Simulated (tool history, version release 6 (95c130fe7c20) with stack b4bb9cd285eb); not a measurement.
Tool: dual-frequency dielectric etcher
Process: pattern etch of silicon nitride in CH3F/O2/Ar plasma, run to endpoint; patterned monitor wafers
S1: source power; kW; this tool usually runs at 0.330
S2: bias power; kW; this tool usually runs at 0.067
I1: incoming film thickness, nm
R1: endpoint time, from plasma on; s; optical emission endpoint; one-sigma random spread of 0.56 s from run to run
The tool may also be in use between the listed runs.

run,hour,S1,S2,I1,R1
1,0.0,0.330,0.067,40.41,66.6
2,28.6,0.330,0.067,40.19,66.4
3,94.8,0.330,0.067,40.17,67.0
# hour 121.4: wet clean of the chamber
4,147.8,0.360,0.061,40.28,63.0
5,214.0,0.360,0.061,40.24,63.5
6,250.6,0.360,0.061,40.23,63.7
# hour 385.6: source power generator calibrated
7,429.9,0.380,0.067,40.19,62.8
# hour 481.3: upper electrode replaced
8,496.0,0.380,0.067,40.07,61.9
# hour 537.8: wet clean of the chamber
9,561.8,0.330,0.067,40.26,65.3
10,628.9,0.330,0.067,40.50,64.9
11,685.1,0.330,0.059,40.35,67.8
12,715.3,0.330,0.067,40.37,65.6
13,761.1,0.330,0.067,40.00,67.0
14,805.4,0.400,0.073,40.29,59.3
15,842.8,0.260,0.075,40.19,74.4
# hour 868.4: bias power generator calibrated
16,907.4,0.270,0.067,39.85,74.7
17,975.4,0.250,0.056,39.62,80.9
# hour 1007.4: wet clean of the chamber
18,1012.8,0.290,0.079,39.78,66.0
19,1038.1,0.310,0.055,40.60,69.8
20,1078.4,0.330,0.067,40.45,65.2
21,1141.6,0.330,0.067,40.48,66.1
22,1166.4,0.330,0.067,40.15,64.7
23,1200.3,0.370,0.057,39.86,64.6
24,1230.8,0.400,0.059,40.87,63.0
25,1277.8,0.330,0.067,40.12,64.8
26,1326.9,0.400,0.054,40.29,63.2
27,1365.6,0.330,0.061,40.27,67.7
28,1414.8,0.330,0.053,40.38,70.5
# hour 1447.5: wet clean of the chamber
29,1448.0,0.380,0.052,40.84,62.4
30,1491.1,0.360,0.083,40.63,57.9
31,1532.0,0.390,0.079,40.11,56.5
32,1596.6,0.290,0.067,40.11,69.3
33,1651.4,0.300,0.072,40.13,68.0
34,1789.1,0.250,0.067,40.61,78.2
35,1835.3,0.370,0.051,40.54,67.1

Same runs, no hidden state in the tool, same run-to-run variation:
Hidden conditions of the tool in this case: etch rate over this chamber's usual, %; source power that arrives over what is set, %; bias power that arrives over what is set, %.
run,R1
1,64.8
2,64.5
3,64.5
4,62.4
5,62.4
6,62.4
7,60.2
8,58.8
9,64.8
10,63.9
11,66.3
12,63.9
13,64.9
14,57.2
15,71.4
16,71.2
17,76.4
18,66.0
19,69.6
20,64.7
21,65.1
22,63.5
23,63.1
24,61.4
25,62.8
26,61.0
27,65.0
28,67.2
29,62.9
30,58.0
31,56.4
32,68.7
33,66.9
34,75.8
35,64.6
